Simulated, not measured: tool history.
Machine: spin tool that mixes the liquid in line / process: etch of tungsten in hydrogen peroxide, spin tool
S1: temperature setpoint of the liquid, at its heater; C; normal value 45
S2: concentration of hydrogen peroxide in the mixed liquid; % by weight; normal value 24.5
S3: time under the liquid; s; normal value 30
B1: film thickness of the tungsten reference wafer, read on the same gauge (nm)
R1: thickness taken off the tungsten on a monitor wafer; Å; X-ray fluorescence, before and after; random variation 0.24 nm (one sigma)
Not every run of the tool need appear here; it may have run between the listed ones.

Run 1, day 0: usual settings but S3 20 s; B1 29.99. Result: R1 300.8 Å.
Run 2, day 0.958: usual settings but S3 20 s; B1 29.97. Result: R1 301.9 Å.
Run 3, day 1.983: usual settings; B1 29.96. Result: R1 452.9 Å.
Run 4, day 2.971: usual settings but S1 50 C; B1 29.97. Result: R1 608.1 Å.
Run 5, day 3.829: usual settings but S1 50 C; B1 29.99. Result: R1 614.7 Å.
Run 6, day 4.458: usual settings but S3 40 s; B1 29.98. Result: R1 599.8 Å.
Run 7, day 5.508: usual settings but S3 40 s; B1 29.96. Result: R1 599.3 Å.
Run 8, day 6.038: usual settings but S3 40 s; B1 30. Result: R1 597 Å.
Run 9, day 7.425: usual settings but S2 23 % by weight; B1 30.01. Result: R1 430.5 Å.
Run 10, day 8.021: usual settings; B1 29.98. Result: R1 444.1 Å.
At day 9.375: peroxide flow meter replaced.
Run 11, day 9.508: usual settings; B1 29.99. Result: R1 441.1 Å.
Run 12, day 10.742: usual settings; B1 29.99. Result: R1 440.1 Å.
Run 13, day 11.858: usual settings but S2 18.5 % by weight; B1 29.99. Result: R1 385.1 Å.
At day 12.071: new drum of peroxide connected.
Run 14, day 12.429: usual settings but S2 30 % by weight, S3 35 s; B1 30.02. Result: R1 569.4 Å.
Run 15, day 13.9: usual settings; B1 30.03. Result: R1 440.6 Å.
Run 16, day 15.046: usual settings but S2 30 % by weight, S3 20 s; B1 29.99. Result: R1 324.5 Å.
Run 17, day 16.021: usual settings but S1 51 C, S2 18.5 % by weight, S3 20 s; B1 30.02. Result: R1 364.9 Å.
At day 17.05: thermometer replaced.
Run 18, day 17.188: usual settings but S1 36.5 C, S3 40 s; B1 29.98. Result: R1 366.5 Å.
At day 17.575: gauge calibrated.
Run 19, day 17.862: usual settings; B1 30.04. Result: R1 474.4 Å.
At day 18.412: heated supply line repaired.
Run 20, day 18.438: usual settings; B1 29.98. Result: R1 472.1 Å.
Run 21, day 19.308: usual settings but S1 50.5 C, S2 17.5 % by weight, S3 15 s; B1 29.99. Result: R1 280.8 Å.
Run 22, day 19.954: usual settings but S2 19.5 % by weight, S3 45 s; B1 30.04. Result: R1 627.1 Å.
Run 23, day 21.392: usual settings but S2 30 % by weight; B1 30.01. Result: R1 519.3 Å.
Run 24, day 22.138: usual settings but S1 50.5 C, S2 19 % by weight, S3 20 s; B1 30. Result: R1 383.2 Å.
Run 25, day 23.379: usual settings but S1 51.5 C, S3 40 s; B1 30. Result: R1 934.1 Å.
Run 26, day 24.012: usual settings but S3 25 s; B1 30.01. Result: R1 388.1 Å.

4 ways to go on from here, each from the tool as it stands after run 26. What would each give?
Run A, day 24.029: usual settings; B1 ?. Result: R1 ?.
Run B, day 24.029: usual settings but S3 15 s; B1 ?. Result: R1 ?.
Run C, day 24.029: usual settings but S1 37 C, S2 19.5 % by weight, S3 15 s; B1 ?. Result: R1 ?.
Run D, day 24.029: usual settings but S2 20 % by weight; B1 ?. Result: R1 ?.

run     B1     R1
  A  29.98  471.4
  B  29.98  235.7
  C  29.98  125.2
  D  29.98  425.9
Stripped of hidden state, with their random variation kept, the same runs would have yielded:
run     R1
  A  479.2
  B  239.6
  C  127.4
  D    433
